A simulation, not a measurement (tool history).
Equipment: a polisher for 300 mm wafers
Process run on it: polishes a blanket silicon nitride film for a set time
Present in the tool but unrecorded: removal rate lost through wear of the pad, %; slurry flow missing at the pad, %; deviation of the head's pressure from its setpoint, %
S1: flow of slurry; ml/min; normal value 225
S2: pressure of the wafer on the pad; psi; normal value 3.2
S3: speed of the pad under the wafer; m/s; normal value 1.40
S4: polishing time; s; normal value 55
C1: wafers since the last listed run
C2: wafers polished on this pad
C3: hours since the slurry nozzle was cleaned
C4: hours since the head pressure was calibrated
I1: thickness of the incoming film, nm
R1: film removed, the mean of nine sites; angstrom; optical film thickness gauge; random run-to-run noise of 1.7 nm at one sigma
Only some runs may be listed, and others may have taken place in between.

Run 1, hour 0.0: usual settings but S4 65 s; C1 0; C2 1633; C3 227.6; C4 14.4; I1 721.5. Result: R1 1411 angstrom.
Run 2, hour 27.0: usual settings but S4 65 s; C1 141; C2 1774; C3 254.6; C4 41.4; I1 709.3. Result: R1 1364 angstrom.
Run 3, hour 58.3: usual settings but S1 190 ml/min; C1 164; C2 1938; C3 285.9; C4 72.7; I1 729.1. Result: R1 1118 angstrom.
At hour 90.6: worn pad replaced by a new one.
At hour 111.1: slurry nozzle cleaned.
Run 4, hour 111.6: usual settings but S1 190 ml/min; C1 253; C2 104; C3 0.5; C4 126.0; I1 708.8. Result: R1 1212 angstrom.
Run 5, hour 137.1: usual settings; C1 133; C2 238; C3 26.0; C4 151.5; I1 721.3. Result: R1 1225 angstrom.
Run 6, hour 166.2: usual settings; C1 152; C2 391; C3 55.1; C4 180.6; I1 724.7. Result: R1 1242 angstrom.
Run 7, hour 200.7: usual settings; C1 180; C2 572; C3 89.6; C4 215.1; I1 719.2. Result: R1 1238 angstrom.
Run 8, hour 271.4: usual settings but S1 265 ml/min; C1 370; C2 942; C3 160.3; C4 285.8; I1 714.9. Result: R1 1250 angstrom.
Run 9, hour 310.5: usual settings but S1 265 ml/min; C1 205; C2 1147; C3 199.4; C4 324.9; I1 715.2. Result: R1 1201 angstrom.
Run 10, hour 338.6: usual settings but S1 265 ml/min; C1 147; C2 1295; C3 227.5; C4 353.0; I1 726.7. Result: R1 1211 angstrom.
Run 11, hour 369.0: usual settings; C1 159; C2 1454; C3 257.9; C4 383.4; I1 723.0. Result: R1 1193 angstrom.
Run 12, hour 395.5: usual settings; C1 138; C2 1593; C3 284.4; C4 409.9; I1 730.4. Result: R1 1154 angstrom.
Run 13, hour 466.0: usual settings but S2 2.4 psi; C1 369; C2 1963; C3 354.9; C4 480.4; I1 729.3. Result: R1 920 angstrom.
At hour 487.4: worn pad replaced by a new one.
At hour 517.7: slurry nozzle cleaned.
Run 14, hour 523.9: usual settings but S2 2.4 psi; C1 277; C2 186; C3 6.2; C4 538.3; I1 710.4. Result: R1 1004 angstrom.
Run 15, hour 586.7: usual settings but S2 3.6 psi; C1 329; C2 515; C3 69.0; C4 601.1; I1 726.6. Result: R1 1348 angstrom.
Run 16, hour 637.5: usual settings but S2 3.6 psi; C1 266; C2 781; C3 119.8; C4 651.9; I1 725.8. Result: R1 1330 angstrom.
Run 17, hour 680.1: usual settings but S2 4.0 psi; C1 223; C2 1005; C3 162.4; C4 694.5; I1 719.9. Result: R1 1405 angstrom.
Run 18, hour 747.9: usual settings but S4 61 s; C1 355; C2 1360; C3 230.2; C4 762.3; I1 729.0. Result: R1 1296 angstrom.
Run 19, hour 780.1: usual settings but S1 200 ml/min, S3 0.92 m/s, S4 47 s; C1 168; C2 1529; C3 262.4; C4 794.5; I1 721.3. Result: R1 697 angstrom.
At hour 808.7: worn pad replaced by a new one.
Run 20, hour 833.8: usual settings but S1 165 ml/min, S4 43 s; C1 260; C2 131; C3 316.1; C4 848.2; I1 714.4. Result: R1 819 angstrom.
Run 21, hour 868.7: usual settings but S4 50 s; C1 183; C2 314; C3 351.0; C4 883.1; I1 729.1. Result: R1 999 angstrom.
At hour 924.1: slurry nozzle cleaned.
Run 22, hour 926.4: usual settings but S4 68 s; C1 297; C2 611; C3 2.3; C4 940.8; I1 706.3. Result: R1 1514 angstrom.
At hour 932.0: head pressure recalibrated.
Run 23, hour 994.3: usual settings; C1 345; C2 957; C3 70.2; C4 62.3; I1 721.8. Result: R1 1209 angstrom.
Run 24, hour 1022.7: usual settings but S3 1.20 m/s, S4 69 s; C1 148; C2 1106; C3 98.6; C4 90.7; I1 719.3. Result: R1 1382 angstrom.
Run 25, hour 1061.9: usual settings but S1 190 ml/min; C1 205; C2 1311; C3 137.8; C4 129.9; I1 717.6. Result: R1 1172 angstrom.
Run 26, hour 1116.9: usual settings but S1 150 ml/min; C1 288; C2 1600; C3 192.8; C4 184.9; I1 714.0. Result: R1 1111 angstrom.
At hour 1227.5: worn pad replaced by a new one.
Run 27, hour 1233.3: usual settings but S1 190 ml/min, S2 2.5 psi; C1 589; C2 30; C3 309.2; C4 301.3; I1 721.8. Result: R1 937 angstrom.
Run 28, hour 1281.3: usual settings but S3 0.94 m/s; C1 251; C2 282; C3 357.2; C4 349.3; I1 704.6. Result: R1 832 angstrom.
At hour 1305.6: slurry nozzle cleaned.
Run 29, hour 1346.6: usual settings but S1 185 ml/min, S2 3.7 psi, S3 1.74 m/s; C1 337; C2 619; C3 41.0; C4 414.6; I1 728.5. Result: R1 1601 angstrom.
Run 30, hour 1417.6: usual settings but S2 3.6 psi; C1 372; C2 991; C3 112.0; C4 485.6; I1 722.7. Result: R1 1325 angstrom.
Run 31, hour 1465.2: usual settings but S3 1.74 m/s, S4 73 s; C1 249; C2 1241; C3 159.6; C4 533.2; I1 725.2. Result: R1 1950 angstrom.
Run 32, hour 1499.9: usual settings but S1 175 ml/min, S2 2.1 psi, S3 1.80 m/s, S4 70 s; C1 181; C2 1423; C3 194.3; C4 567.9; I1 715.2. Result: R1 1308 angstrom.
Run 33, hour 1561.0: usual settings but S2 3.6 psi; C1 320; C2 1743; C3 255.4; C4 629.0; I1 726.5. Result: R1 1287 angstrom.
At hour 1601.9: worn pad replaced by a new one.
Run 34, hour 1617.2: usual settings; C1 273; C2 80; C3 311.6; C4 685.2; I1 712.7. Result: R1 1138 angstrom.
Run 35, hour 1646.5: usual settings but S2 3.7 psi, S3 1.14 m/s, S4 49 s; C1 153; C2 234; C3 340.9; C4 714.5; I1 718.2. Result: R1 969 angstrom.
Run 36, hour 1697.6: usual settings but S1 190 ml/min, S2 3.6 psi, S3 1.64 m/s, S4 37 s; C1 267; C2 502; C3 392.0; C4 765.6; I1 729.8. Result: R1 874 angstrom.

What if the next run were any one of these 5? Each begins from the tool's condition after run 36:
Run A, hour 1698.0: usual settings; C1 2; C2 504; C3 392.4; C4 766.0; I1 727.9. Result: R1 ?.
Run B, hour 1698.0: usual settings but S4 48 s; C1 2; C2 504; C3 392.4; C4 766.0; I1 727.9. Result: R1 ?.
Run C, hour 1698.0: usual settings but S1 190 ml/min, S3 1.60 m/s, S4 63 s; C1 2; C2 504; C3 392.4; C4 766.0; I1 727.9. Result: R1 ?.
Run D, hour 1698.0: usual settings but S2 4.0 psi, S3 1.74 m/s, S4 46 s; C1 2; C2 504; C3 392.4; C4 766.0; I1 727.9. Result: R1 ?.
Run E, hour 1698.0: usual settings but S1 260 ml/min; C1 2; C2 504; C3 392.4; C4 766.0; I1 727.9. Result: R1 ?.

run    R1
  A  1111
  B   970
  C  1354
  D  1315
  E  1148
The same runs, with their run-to-run variation unchanged, on a tool lacking any hidden condition would have given:
run    R1
  A  1251
  B  1092
  C  1558
  D  1481
  E  1272

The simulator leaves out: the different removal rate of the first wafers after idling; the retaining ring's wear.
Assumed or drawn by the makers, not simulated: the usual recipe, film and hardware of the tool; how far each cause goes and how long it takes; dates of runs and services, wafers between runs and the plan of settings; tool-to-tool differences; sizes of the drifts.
